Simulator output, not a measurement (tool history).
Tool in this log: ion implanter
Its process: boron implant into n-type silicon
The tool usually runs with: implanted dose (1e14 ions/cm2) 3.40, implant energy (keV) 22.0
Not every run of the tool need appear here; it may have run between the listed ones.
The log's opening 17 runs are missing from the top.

run,day,implanted dose (1e14 ions/cm2),implant energy (keV),wafers since the last listed run,hours since the last dose calibration,hours since the extraction supply was calibrated,hours since the gauge calibration,"read-back reference wafer on the same gauge, sheet resistance",sheet resistance of the implanted and annealed layer (ohm/square)
18,35.379,3.84,22.0,741,2072.6,6289.9,1034.3,257.09,226.59
19,36.642,3.40,22.0,441,2102.9,6320.2,1064.6,256.59,250.07
20,38.158,3.40,24.0,530,2139.3,6356.6,1101.0,256.67,247.65
21,40.283,3.40,19.0,742,2190.3,6407.6,1152.0,257.16,255.55
22,42.150,3.84,17.5,652,2235.1,6452.4,1196.8,257.10,233.10
23,44.446,3.06,15.5,802,2290.2,6507.5,1251.9,257.02,283.96
24,46.758,4.33,19.5,808,2345.7,6563.0,1307.4,256.61,207.97
25,48.829,3.40,22.0,724,2395.4,6612.7,1357.1,257.25,250.89
# day 49.358: Faraday cup replaced and dose calibrated
26,50.442,2.95,22.0,447,26.0,6651.4,1395.8,256.91,292.75
27,53.092,2.55,24.0,926,89.6,6715.0,1459.4,257.01,326.87
28,56.071,2.52,16.5,1041,161.1,6786.5,1530.9,256.95,342.07
29,58.204,3.40,22.0,745,212.3,6837.7,1582.1,256.84,259.39
# day 60.238: gauge calibrated
30,60.958,4.39,22.0,962,278.4,6903.8,17.3,256.71,210.10
31,63.908,2.55,27.0,1031,349.2,6974.6,88.1,257.20,319.17
# day 64.354: extraction supply calibrated
32,65.804,3.40,26.5,546,394.7,34.8,133.6,257.17,251.86
33,68.762,3.40,22.0,1034,465.7,105.8,204.6,257.30,256.26
34,71.392,3.40,22.0,919,528.8,168.9,267.7,257.08,256.21
35,79.342,3.75,19.0,2779,719.6,359.7,458.5,257.33,239.00
36,85.708,2.84,17.5,2225,872.4,512.5,611.3,256.83,301.68
37,87.912,3.05,27.5,770,925.3,565.4,664.2,256.82,270.87

What if the next run were any one of these 4? Each begins from the tool's condition after run 37:
A,87.929,3.40,22.0,5,925.7,565.8,664.6,?,?
B,87.929,4.41,29.5,5,925.7,565.8,664.6,?,?
C,87.929,3.78,24.5,5,925.7,565.8,664.6,?,?
D,87.929,3.40,16.0,5,925.7,565.8,664.6,?,?

run,"read-back reference wafer on the same gauge, sheet resistance",sheet resistance of the implanted and annealed layer (ohm/square)
A,256.59,255.40
B,256.59,199.87
C,256.59,231.59
D,256.59,264.28
What these runs would have given with no unlogged condition in the tool:
run,sheet resistance of the implanted and annealed layer (ohm/square)
A,261.99
B,205.12
C,237.60
D,271.11

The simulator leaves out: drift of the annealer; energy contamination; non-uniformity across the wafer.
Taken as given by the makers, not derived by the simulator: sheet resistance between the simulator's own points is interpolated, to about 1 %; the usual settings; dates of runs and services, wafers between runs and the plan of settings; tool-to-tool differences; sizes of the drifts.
